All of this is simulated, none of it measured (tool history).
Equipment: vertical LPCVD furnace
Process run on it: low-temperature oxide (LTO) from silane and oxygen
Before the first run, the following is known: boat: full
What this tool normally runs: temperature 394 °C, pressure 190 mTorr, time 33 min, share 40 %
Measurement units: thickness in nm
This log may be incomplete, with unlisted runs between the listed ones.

run   hour  temperature  pressure  time  share  wafers since the last listed run  hours since the last temperature calibration  hours since the pressure gauge was zeroed  hours since the silane flow controller was replaced  hours since the gauge calibration  read-back reference wafer on the same gauge, thickness  thickness
  1      0          394       190    33     35                                 0                                        2918.3                                     3878.2                                               2697.2                              124.2                                                  213.05     200.28
  2   15.9          394       190    33     35                               323                                        2934.2                                     3894.1                                               2713.1                              140.1                                                  213.04     200.52
  3   30.5          390       190    33     40                               297                                        2948.8                                     3908.7                                               2727.7                              154.7                                                  212.96     227.16
  4   41.8          390       190    33     40                               230                                        2960.1                                       3920                                                 2739                                166                                                  212.85     227.37
  5   66.6          394       190    33     40                               504                                        2984.9                                     3944.8                                               2763.8                              190.8                                                  213.06     237.47
  6   80.8          394       190    33     40                               289                                        2999.1                                       3959                                                 2778                                205                                                  213.12     238.39
  7   90.4          394       190    29     43                               195                                        3008.7                                     3968.6                                               2787.6                              214.6                                                  212.95     227.38
  8   96.7          394       190    29     43                               128                                          3015                                     3974.9                                               2793.9                              220.9                                                  212.95     227.92
  9  109.6          394       190  27.5     40                               262                                        3027.9                                     3987.8                                               2806.8                              233.8                                                  212.99     198.08
 10  116.9          398       190    33     40                               148                                        3035.2                                     3995.1                                               2814.1                              241.1                                                  212.97     248.39
 11  130.7          394       190    33     45                               280                                          3049                                     4008.9                                               2827.9                              254.9                                                  213.16     271.13
 12  142.4          394       190    33     45                               238                                        3060.7                                     4020.6                                               2839.6                              266.6                                                  213.02     272.18
       194  -- thermocouples replaced and temperature profile calibrated
     208.5  -- pressure gauge zeroed
     230.7  -- silane flow controller replaced
 13  231.2          394       150    33     40                               570                                          37.2                                       22.7                                                  0.5                              355.4                                                  213.02     180.29
 14  234.9          394       190    33     40                                75                                          40.9                                       26.4                                                  4.2                              359.1                                                  213.09      228.2
 15  238.6          394       190  29.5     40                                75                                          44.6                                       30.1                                                  7.9                              362.8                                                  213.08     203.61
     241.4  -- gauge calibrated
 16  242.3          399       165    33     40                                75                                          48.3                                       33.8                                                 11.6                                0.9                                                  212.92     208.87
 17    246          394       190    41     37                                75                                            52                                       37.5                                                 15.3                                4.6                                                  213.04     256.62
 18  251.9          394       190    33     40                               120                                          57.9                                       43.4                                                 21.2                               10.5                                                  212.92     227.95
 19  259.6          383       225  28.5     40                               156                                          65.6                                       51.1                                                 28.9                               18.2                                                  213.07     205.03
 20  267.5          405       230  25.5     32                               160                                          73.5                                         59                                                 36.8                               26.1                                                  212.93     180.46
 21  284.7          384       230    21     40                               350                                          90.7                                       76.2                                                   54                               43.3                                                  212.96     156.84
 22  292.5          382       150    33     36                               158                                          98.5                                         84                                                 61.8                               51.1                                                  212.94     136.18
 23  336.5          383       190    33     42                               895                                         142.5                                        128                                                105.8                               95.1                                                  212.95     213.28

Run 24 comes next. What will it give?
 24  343.5          394       175    33     40                               142                                         149.5                                        135                                                112.8                              102.1                                                       ?          ?

{"run 24": {"read-back reference wafer on the same gauge, thickness": 213.08, "thickness": 210.23}}
On a tool with no hidden condition, and with the same random variation, this run would have come out at thickness 209.53 nm.
